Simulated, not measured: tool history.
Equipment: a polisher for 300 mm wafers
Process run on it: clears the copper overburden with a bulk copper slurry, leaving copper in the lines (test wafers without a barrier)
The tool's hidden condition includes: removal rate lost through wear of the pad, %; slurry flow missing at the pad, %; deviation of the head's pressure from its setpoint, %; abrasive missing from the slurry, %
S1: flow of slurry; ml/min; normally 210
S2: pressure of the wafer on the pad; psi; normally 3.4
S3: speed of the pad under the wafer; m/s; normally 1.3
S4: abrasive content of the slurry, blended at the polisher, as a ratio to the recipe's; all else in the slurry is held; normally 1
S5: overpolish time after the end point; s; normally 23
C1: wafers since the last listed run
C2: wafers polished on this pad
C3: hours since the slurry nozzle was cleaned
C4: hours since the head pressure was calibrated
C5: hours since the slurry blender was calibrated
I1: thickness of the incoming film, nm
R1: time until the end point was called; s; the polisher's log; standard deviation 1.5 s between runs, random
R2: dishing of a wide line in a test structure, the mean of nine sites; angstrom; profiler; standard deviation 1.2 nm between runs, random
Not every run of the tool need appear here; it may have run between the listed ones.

{"run": 1, "hour": 0.0, "S1": 210, "S2": 3.4, "S3": 1.3, "S4": 1, "S5": 23, "C1": 0, "C2": 1626, "C3": 64.6, "C4": 660.2, "C5": 244.5, "I1": 1084.7, "R1": 89, "R2": 1160}
{"run": 2, "hour": 48.7, "S1": 210, "S2": 3.4, "S3": 1.3, "S4": 1, "S5": 23, "C1": 286, "C2": 1912, "C3": 113.3, "C4": 708.9, "C5": 293.2, "I1": 1059.7, "R1": 89, "R2": 1129}
{"hour": 59.6, "done": "head pressure recalibrated"}
{"run": 3, "hour": 108.1, "S1": 210, "S2": 3.4, "S3": 1.3, "S4": 1, "S5": 27, "C1": 337, "C2": 2249, "C3": 172.7, "C4": 48.5, "C5": 352.6, "I1": 1063.2, "R1": 92.5, "R2": 1161}
{"hour": 112.5, "done": "worn pad replaced by a new one"}
{"run": 4, "hour": 160.1, "S1": 210, "S2": 3.4, "S3": 1.3, "S4": 1, "S5": 27, "C1": 282, "C2": 280, "C3": 224.7, "C4": 100.5, "C5": 404.6, "I1": 1061.8, "R1": 97.3, "R2": 1164}
{"hour": 187.9, "done": "slurry blender recalibrated"}
{"run": 5, "hour": 219.2, "S1": 210, "S2": 3.4, "S3": 1.3, "S4": 1, "S5": 27, "C1": 335, "C2": 615, "C3": 283.8, "C4": 159.6, "C5": 31.3, "I1": 1056.8, "R1": 84.7, "R2": 1223}
{"run": 6, "hour": 418.4, "S1": 210, "S2": 3.4, "S3": 1.3, "S4": 1, "S5": 13, "C1": 1170, "C2": 1786, "C3": 483, "C4": 358.8, "C5": 230.5, "I1": 1058.3, "R1": 86.9, "R2": 837}
{"hour": 571.1, "done": "worn pad replaced by a new one"}
{"hour": 595.3, "done": "slurry blender recalibrated"}
{"run": 7, "hour": 623.0, "S1": 210, "S2": 3.4, "S3": 1.3, "S4": 1, "S5": 13, "C1": 1167, "C2": 293, "C3": 687.6, "C4": 563.4, "C5": 27.7, "I1": 1044.9, "R1": 81.6, "R2": 893}
{"run": 8, "hour": 686.0, "S1": 210, "S2": 3.4, "S3": 1.3, "S4": 1, "S5": 13, "C1": 370, "C2": 663, "C3": 750.6, "C4": 626.4, "C5": 90.7, "I1": 1082.3, "R1": 87.4, "R2": 873}
{"run": 9, "hour": 748.9, "S1": 225, "S2": 3.4, "S3": 1.1, "S4": 1, "S5": 23, "C1": 369, "C2": 1033, "C3": 813.5, "C4": 689.3, "C5": 153.6, "I1": 1085, "R1": 101.3, "R2": 1099}
{"hour": 809.4, "done": "slurry nozzle cleaned"}
{"run": 10, "hour": 847.9, "S1": 225, "S2": 3.4, "S3": 1.1, "S4": 1, "S5": 23, "C1": 576, "C2": 1609, "C3": 38.5, "C4": 788.3, "C5": 252.6, "I1": 1071.4, "R1": 101.2, "R2": 1069}
{"run": 11, "hour": 896.0, "S1": 210, "S2": 3.4, "S3": 1.3, "S4": 1, "S5": 23, "C1": 282, "C2": 1892, "C3": 86.6, "C4": 836.4, "C5": 300.7, "I1": 1066.1, "R1": 82.5, "R2": 1152}
{"hour": 940.6, "done": "worn pad replaced by a new one"}
{"run": 12, "hour": 941.1, "S1": 210, "S2": 3.4, "S3": 1.3, "S4": 1, "S5": 23, "C1": 241, "C2": 2, "C3": 131.7, "C4": 881.5, "C5": 345.8, "I1": 1071.7, "R1": 86, "R2": 1149}
{"hour": 951.2, "done": "head pressure recalibrated"}
{"run": 13, "hour": 975.0, "S1": 210, "S2": 3.4, "S3": 1.3, "S4": 1, "S5": 23, "C1": 187, "C2": 190, "C3": 165.6, "C4": 23.8, "C5": 379.7, "I1": 1080, "R1": 95.3, "R2": 1083}
{"run": 14, "hour": 999.7, "S1": 210, "S2": 3.4, "S3": 1.3, "S4": 1, "S5": 23, "C1": 145, "C2": 335, "C3": 190.3, "C4": 48.5, "C5": 404.4, "I1": 1077.1, "R1": 93.7, "R2": 1081}
{"run": 15, "hour": 1054.0, "S1": 210, "S2": 4.4, "S3": 1.56, "S4": 1, "S5": 23, "C1": 319, "C2": 654, "C3": 244.6, "C4": 102.8, "C5": 458.7, "I1": 1067, "R1": 69.4, "R2": 1274}
{"hour": 1056.8, "done": "slurry blender recalibrated"}
{"run": 16, "hour": 1109.2, "S1": 245, "S2": 3.4, "S3": 1.3, "S4": 1, "S5": 23, "C1": 312, "C2": 967, "C3": 299.8, "C4": 158, "C5": 52.4, "I1": 1065, "R1": 85.6, "R2": 1136}
{"run": 17, "hour": 1170.1, "S1": 210, "S2": 2.2, "S3": 1.3, "S4": 1, "S5": 36, "C1": 357, "C2": 1325, "C3": 360.7, "C4": 218.9, "C5": 113.3, "I1": 1061.1, "R1": 109.5, "R2": 1130}
{"run": 18, "hour": 1238.9, "S1": 210, "S2": 3.4, "S3": 1.3, "S4": 1, "S5": 23, "C1": 404, "C2": 1729, "C3": 429.5, "C4": 287.7, "C5": 182.1, "I1": 1057, "R1": 88.9, "R2": 1134}
{"run": 19, "hour": 1284.1, "S1": 210, "S2": 3.4, "S3": 1.3, "S4": 1, "S5": 23, "C1": 265, "C2": 1995, "C3": 474.7, "C4": 332.9, "C5": 227.3, "I1": 1071, "R1": 91.1, "R2": 1111}
{"run": 20, "hour": 1342.6, "S1": 210, "S2": 3.4, "S3": 1.3, "S4": 1, "S5": 23, "C1": 343, "C2": 2339, "C3": 533.2, "C4": 391.4, "C5": 285.8, "I1": 1084.1, "R1": 89.4, "R2": 1101}
{"hour": 1369.1, "done": "worn pad replaced by a new one"}
{"run": 21, "hour": 1406.2, "S1": 260, "S2": 2.3, "S3": 1.3, "S4": 0.8, "S5": 11, "C1": 350, "C2": 218, "C3": 596.8, "C4": 455, "C5": 349.4, "I1": 1066.3, "R1": 118.7, "R2": 603}
{"hour": 1437.2, "done": "slurry blender recalibrated"}
{"run": 22, "hour": 1454.5, "S1": 265, "S2": 3.4, "S3": 1.18, "S4": 1.15, "S5": 37, "C1": 272, "C2": 490, "C3": 645.1, "C4": 503.3, "C5": 17.3, "I1": 1057.1, "R1": 86.2, "R2": 1311}
{"run": 23, "hour": 1498.2, "S1": 210, "S2": 3.4, "S3": 1.3, "S4": 1, "S5": 23, "C1": 256, "C2": 747, "C3": 688.8, "C4": 547, "C5": 61, "I1": 1060.5, "R1": 81.1, "R2": 1144}

Run 24 is up next; what results do you expect?
{"run": 24, "hour": 1558.5, "S1": 210, "S2": 2.8, "S3": 1.66, "S4": 1, "S5": 23, "C1": 354, "C2": 1101, "C3": 749.1, "C4": 607.3, "C5": 121.3, "I1": 1077.3, "R1": "?", "R2": "?"}

Run 24 gave R1 76 s, R2 1185 angstrom.
Take away the tool's hidden state, keep the run-to-run variation as it was, and the same run would have given R1 77 s, R2 1164 angstrom.
